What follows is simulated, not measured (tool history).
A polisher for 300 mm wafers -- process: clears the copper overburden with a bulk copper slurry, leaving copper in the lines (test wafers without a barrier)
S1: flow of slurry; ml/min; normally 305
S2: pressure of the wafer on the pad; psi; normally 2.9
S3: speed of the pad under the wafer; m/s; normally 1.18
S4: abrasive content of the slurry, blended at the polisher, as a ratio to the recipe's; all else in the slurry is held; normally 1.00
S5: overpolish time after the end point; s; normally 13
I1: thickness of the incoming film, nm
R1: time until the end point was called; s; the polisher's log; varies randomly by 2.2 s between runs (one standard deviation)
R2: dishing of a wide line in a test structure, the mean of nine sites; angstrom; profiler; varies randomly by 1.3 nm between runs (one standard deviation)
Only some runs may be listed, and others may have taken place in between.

run 1 hour=0.0 | S1=305 S2=2.9 S3=1.18 S4=1.00 S5=13 | I1=1148.0 | R1=131.0 R2=677
-- hour=22.1 worn pad replaced by a new one
-- hour=35.1 slurry blender recalibrated
run 2 hour=264.3 | S1=305 S2=3.1 S3=1.18 S4=1.00 S5=13 | I1=1133.2 | R1=114.6 R2=714
-- hour=304.6 slurry nozzle cleaned
run 3 hour=318.1 | S1=305 S2=3.1 S3=1.18 S4=1.00 S5=13 | I1=1131.0 | R1=115.2 R2=702
run 4 hour=387.8 | S1=305 S2=3.1 S3=1.18 S4=1.00 S5=13 | I1=1128.2 | R1=118.8 R2=704
run 5 hour=438.8 | S1=305 S2=2.9 S3=1.18 S4=1.00 S5=13 | I1=1131.2 | R1=132.2 R2=631
-- hour=481.0 worn pad replaced by a new one
run 6 hour=485.4 | S1=305 S2=2.9 S3=1.18 S4=1.00 S5=13 | I1=1142.8 | R1=121.1 R2=714
-- hour=524.0 slurry blender recalibrated
run 7 hour=541.2 | S1=305 S2=2.9 S3=1.18 S4=1.00 S5=13 | I1=1148.4 | R1=122.0 R2=696
run 8 hour=579.8 | S1=305 S2=2.9 S3=1.18 S4=1.00 S5=13 | I1=1117.1 | R1=124.4 R2=681
run 9 hour=648.8 | S1=305 S2=2.9 S3=1.18 S4=1.00 S5=13 | I1=1136.6 | R1=119.5 R2=648
run 10 hour=738.3 | S1=305 S2=2.9 S3=1.18 S4=1.00 S5=13 | I1=1133.0 | R1=129.0 R2=650
-- hour=796.4 head pressure recalibrated
run 11 hour=879.9 | S1=305 S2=2.9 S3=1.18 S4=1.00 S5=13 | I1=1139.5 | R1=123.1 R2=680
-- hour=887.5 slurry nozzle cleaned
-- hour=962.1 slurry blender recalibrated
run 12 hour=971.4 | S1=305 S2=2.9 S3=1.18 S4=1.00 S5=13 | I1=1133.6 | R1=125.8 R2=679
-- hour=1062.7 worn pad replaced by a new one
run 13 hour=1067.8 | S1=335 S2=2.9 S3=1.00 S4=1.15 S5=17 | I1=1118.0 | R1=120.1 R2=865
run 14 hour=1149.1 | S1=305 S2=2.9 S3=1.00 S4=1.00 S5=21 | I1=1142.8 | R1=128.9 R2=940
run 15 hour=1254.9 | S1=305 S2=2.9 S3=1.58 S4=0.85 S5=13 | I1=1147.4 | R1=95.5 R2=849
run 16 hour=1344.3 | S1=345 S2=2.9 S3=0.98 S4=1.25 S5=13 | I1=1141.5 | R1=133.3 R2=662
run 17 hour=1385.6 | S1=220 S2=2.9 S3=1.18 S4=1.00 S5=13 | I1=1161.3 | R1=131.6 R2=671
-- hour=1399.6 slurry nozzle cleaned
run 18 hour=1422.0 | S1=305 S2=3.4 S3=1.40 S4=1.15 S5=13 | I1=1126.6 | R1=88.3 R2=857
run 19 hour=1458.7 | S1=305 S2=2.9 S3=1.18 S4=1.00 S5=13 | I1=1125.9 | R1=124.8 R2=669
-- hour=1484.0 slurry blender recalibrated
run 20 hour=1538.1 | S1=305 S2=2.9 S3=1.18 S4=1.00 S5=9 | I1=1134.4 | R1=134.6 R2=499
-- hour=1553.2 worn pad replaced by a new one
run 21 hour=1638.1 | S1=345 S2=2.9 S3=0.98 S4=1.25 S5=13 | I1=1144.1 | R1=139.2 R2=633
run 22 hour=1687.7 | S1=305 S2=3.8 S3=1.18 S4=1.00 S5=13 | I1=1142.9 | R1=95.0 R2=832
-- hour=1744.2 head pressure recalibrated
run 23 hour=1777.2 | S1=305 S2=2.9 S3=0.96 S4=1.00 S5=17 | I1=1154.6 | R1=144.1 R2=722
run 24 hour=1863.9 | S1=305 S2=3.2 S3=1.18 S4=1.00 S5=13 | I1=1124.1 | R1=109.0 R2=776
-- hour=1902.1 slurry nozzle cleaned
run 25 hour=1930.0 | S1=305 S2=2.3 S3=1.38 S4=1.10 S5=13 | I1=1125.6 | R1=132.1 R2=654
-- hour=1987.6 slurry blender recalibrated
run 26 hour=1988.0 | S1=305 S2=2.9 S3=1.18 S4=1.00 S5=13 | I1=1144.7 | R1=131.6 R2=681
-- hour=2010.8 worn pad replaced by a new one
run 27 hour=2076.7 | S1=305 S2=2.9 S3=1.18 S4=1.00 S5=13 | I1=1135.3 | R1=113.3 R2=727

Consider 5 possible next runs. They are alternatives, not a sequence: every one starts from the tool as it was left by run 27. What does each give?
run A hour=2077.2 | S1=305 S2=2.5 S3=1.18 S4=1.00 S5=13 | I1=1143.4 | R1=? R2=?
run B hour=2077.2 | S1=370 S2=2.9 S3=0.84 S4=1.00 S5=13 | I1=1143.4 | R1=? R2=?
run C hour=2077.2 | S1=305 S2=3.5 S3=1.18 S4=1.00 S5=13 | I1=1143.4 | R1=? R2=?
run D hour=2077.2 | S1=305 S2=2.9 S3=1.18 S4=1.20 S5=13 | I1=1143.4 | R1=? R2=?
run E hour=2077.2 | S1=305 S2=2.9 S3=1.02 S4=1.00 S5=19 | I1=1143.4 | R1=? R2=?

run=A R1=132.5 R2=646
run=B R1=150.8 R2=593
run=C R1=94.7 R2=850
run=D R1=110.0 R2=751
run=E R1=129.8 R2=868
The same runs, with their run-to-run variation unchanged, on a tool lacking any hidden condition would have given:
run=A R1=128.8 R2=661
run=B R1=146.5 R2=607
run=C R1=92.0 R2=868
run=D R1=106.9 R2=767
run=E R1=126.2 R2=885
